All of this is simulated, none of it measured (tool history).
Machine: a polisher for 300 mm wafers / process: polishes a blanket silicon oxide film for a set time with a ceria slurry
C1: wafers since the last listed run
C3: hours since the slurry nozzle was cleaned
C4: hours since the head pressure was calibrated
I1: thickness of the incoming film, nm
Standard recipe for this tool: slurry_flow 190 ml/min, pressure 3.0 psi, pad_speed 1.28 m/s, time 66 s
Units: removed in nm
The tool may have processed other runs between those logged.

run 1 hour=0.0 | slurry_flow=190 pressure=3.0 pad_speed=1.52 time=66 | C1=0 wafers_polished_on_this_pad=287 C3=309.7 C4=909.2 | I1=1570.9 | removed=446.2
-- hour=8.5 slurry nozzle cleaned
run 2 hour=30.3 | slurry_flow=190 pressure=3.0 pad_speed=1.52 time=66 | C1=261 wafers_polished_on_this_pad=549 C3=21.8 C4=939.5 | I1=1536.3 | removed=439.2
run 3 hour=45.4 | slurry_flow=190 pressure=3.0 pad_speed=1.52 time=66 | C1=134 wafers_polished_on_this_pad=684 C3=36.9 C4=954.6 | I1=1555.8 | removed=438.9
run 4 hour=80.0 | slurry_flow=215 pressure=3.0 pad_speed=1.28 time=66 | C1=308 wafers_polished_on_this_pad=992 C3=71.5 C4=989.2 | I1=1560.8 | removed=375.1
run 5 hour=100.7 | slurry_flow=215 pressure=3.0 pad_speed=1.28 time=66 | C1=184 wafers_polished_on_this_pad=1177 C3=92.2 C4=1009.9 | I1=1585.4 | removed=380.8
-- hour=104.7 worn pad replaced by a new one
run 6 hour=134.6 | slurry_flow=190 pressure=2.5 pad_speed=1.28 time=66 | C1=266 wafers_polished_on_this_pad=266 C3=126.1 C4=1043.8 | I1=1544.2 | removed=321.7
run 7 hour=147.4 | slurry_flow=190 pressure=2.5 pad_speed=1.28 time=66 | C1=114 wafers_polished_on_this_pad=380 C3=138.9 C4=1056.6 | I1=1585.3 | removed=314.7
run 8 hour=178.4 | slurry_flow=190 pressure=2.5 pad_speed=1.48 time=66 | C1=276 wafers_polished_on_this_pad=657 C3=169.9 C4=1087.6 | I1=1586.1 | removed=363.9
-- hour=259.8 worn pad replaced by a new one
run 9 hour=282.0 | slurry_flow=190 pressure=3.0 pad_speed=1.28 time=66 | C1=888 wafers_polished_on_this_pad=198 C3=273.5 C4=1191.2 | I1=1575.7 | removed=372.2
-- hour=299.6 slurry nozzle cleaned
run 10 hour=315.3 | slurry_flow=190 pressure=3.0 pad_speed=1.28 time=66 | C1=288 wafers_polished_on_this_pad=486 C3=15.7 C4=1224.5 | I1=1572.5 | removed=363.0
-- hour=325.1 head pressure recalibrated
run 11 hour=348.3 | slurry_flow=190 pressure=3.6 pad_speed=1.08 time=66 | C1=276 wafers_polished_on_this_pad=762 C3=48.7 C4=23.2 | I1=1573.5 | removed=423.4
run 12 hour=383.6 | slurry_flow=140 pressure=3.0 pad_speed=1.16 time=66 | C1=314 wafers_polished_on_this_pad=1077 C3=84.0 C4=58.5 | I1=1587.1 | removed=352.5
-- hour=403.6 worn pad replaced by a new one
run 13 hour=454.2 | slurry_flow=190 pressure=3.0 pad_speed=1.28 time=66 | C1=594 wafers_polished_on_this_pad=451 C3=154.6 C4=129.1 | I1=1584.8 | removed=401.0
run 14 hour=466.4 | slurry_flow=225 pressure=3.0 pad_speed=1.52 time=66 | C1=108 wafers_polished_on_this_pad=560 C3=166.8 C4=141.3 | I1=1543.3 | removed=503.0
run 15 hour=496.9 | slurry_flow=190 pressure=3.0 pad_speed=1.00 time=88 | C1=272 wafers_polished_on_this_pad=832 C3=197.3 C4=171.8 | I1=1549.5 | removed=413.1
-- hour=522.3 worn pad replaced by a new one
run 16 hour=573.5 | slurry_flow=240 pressure=3.7 pad_speed=1.28 time=46 | C1=647 wafers_polished_on_this_pad=456 C3=273.9 C4=248.4 | I1=1554.9 | removed=348.5
run 17 hour=588.5 | slurry_flow=190 pressure=3.0 pad_speed=1.56 time=66 | C1=133 wafers_polished_on_this_pad=590 C3=288.9 C4=263.4 | I1=1566.6 | removed=481.6
run 18 hour=618.2 | slurry_flow=190 pressure=3.0 pad_speed=1.28 time=66 | C1=264 wafers_polished_on_this_pad=855 C3=318.6 C4=293.1 | I1=1568.9 | removed=402.4
-- hour=639.1 worn pad replaced by a new one
run 19 hour=652.2 | slurry_flow=190 pressure=3.0 pad_speed=1.28 time=66 | C1=267 wafers_polished_on_this_pad=117 C3=352.6 C4=327.1 | I1=1588.8 | removed=406.1
-- hour=674.9 slurry nozzle cleaned
run 20 hour=675.2 | slurry_flow=130 pressure=4.0 pad_speed=1.28 time=66 | C1=196 wafers_polished_on_this_pad=313 C3=0.3 C4=350.1 | I1=1584.2 | removed=495.2

Each run again, without the hidden state but with its own random variation kept:
What the log doesn't record here: removal rate lost through wear of the pad, %; slurry flow missing at the pad, %; deviation of the head's pressure from its setpoint, %.
run=1 removed=478.5
run=2 removed=472.1
run=3 removed=472.4
run=4 removed=404.8
run=5 removed=411.7
run=6 removed=348.7
run=7 removed=341.5
run=8 removed=395.8
run=9 removed=408.2
run=10 removed=399.2
run=11 removed=419.8
run=12 removed=350.4
run=13 removed=400.7
run=14 removed=503.1
run=15 removed=414.1
run=16 removed=351.3
run=17 removed=486.1
run=18 removed=407.0
run=19 removed=411.8
run=20 removed=503.1

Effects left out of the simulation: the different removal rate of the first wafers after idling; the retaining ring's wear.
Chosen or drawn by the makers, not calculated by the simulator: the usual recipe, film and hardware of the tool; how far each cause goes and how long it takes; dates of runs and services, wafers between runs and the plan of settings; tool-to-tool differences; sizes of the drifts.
